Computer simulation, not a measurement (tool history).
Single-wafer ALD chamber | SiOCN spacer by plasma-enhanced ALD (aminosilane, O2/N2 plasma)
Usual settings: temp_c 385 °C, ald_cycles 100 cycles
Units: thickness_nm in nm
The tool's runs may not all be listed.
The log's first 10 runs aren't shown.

run,hour,temp_c,ald_cycles,wafers since the last listed run,hours since the last thermocouple change,hours since the gauge calibration,"read-back reference wafer on the same gauge, thickness_nm",thickness_nm
11,508.6,385,87,461,418.6,724.7,5.266,4.730
12,573.6,385,108,234,483.6,789.7,5.268,5.886
13,638.1,385,100,232,548.1,854.2,5.269,5.450
14,674.5,385,100,131,584.5,890.6,5.267,5.455
15,726.1,385,100,186,636.1,942.2,5.269,5.482
16,758.5,385,100,116,668.5,974.6,5.277,5.449
17,820.5,385,100,223,730.5,1036.6,5.272,5.457
18,878.1,385,100,207,788.1,1094.2,5.279,5.471
19,938.6,381,100,218,848.6,1154.7,5.272,5.472
20,982.2,372,113,157,892.2,1198.3,5.273,6.170
21,1053.5,385,100,257,963.5,1269.6,5.278,5.486
22,1124.2,385,100,255,1034.2,1340.3,5.280,5.475
# hour 1136.7: thermocouple changed; heater temperature recalibrated
23,1158.1,379,111,93,21.4,1374.2,5.277,6.064
# hour 1191.5: gauge calibrated
24,1206.3,395,108,174,69.6,14.8,5.185,5.800
25,1240.6,399,100,123,103.9,49.1,5.187,5.345
26,1287.1,397,119,167,150.4,95.6,5.199,6.418
27,1349.5,381,90,225,212.8,158.0,5.209,4.855
28,1378.3,392,113,103,241.6,186.8,5.214,6.070
29,1431.9,380,111,193,295.2,240.4,5.219,5.993
30,1470.5,398,81,139,333.8,279.0,5.220,4.407
31,1518.1,385,100,171,381.4,326.6,5.230,5.428
32,1557.2,391,114,141,420.5,365.7,5.234,6.167
33,1620.1,391,109,227,483.4,428.6,5.237,5.932
34,1663.5,385,87,156,526.8,472.0,5.244,4.732

4 ways to go on from here, each from the tool as it stands after run 34. What would each give?
A,1664.1,396,100,2,527.4,472.6,?,?
B,1664.1,372,109,2,527.4,472.6,?,?
C,1664.1,380,108,2,527.4,472.6,?,?
D,1664.1,385,120,2,527.4,472.6,?,?

run,"read-back reference wafer on the same gauge, thickness_nm",thickness_nm
A,5.245,5.414
B,5.245,5.901
C,5.245,5.847
D,5.245,6.496
Without the tool's hidden state the same runs would have given:
run,thickness_nm
A,5.350
B,5.832
C,5.778
D,6.420
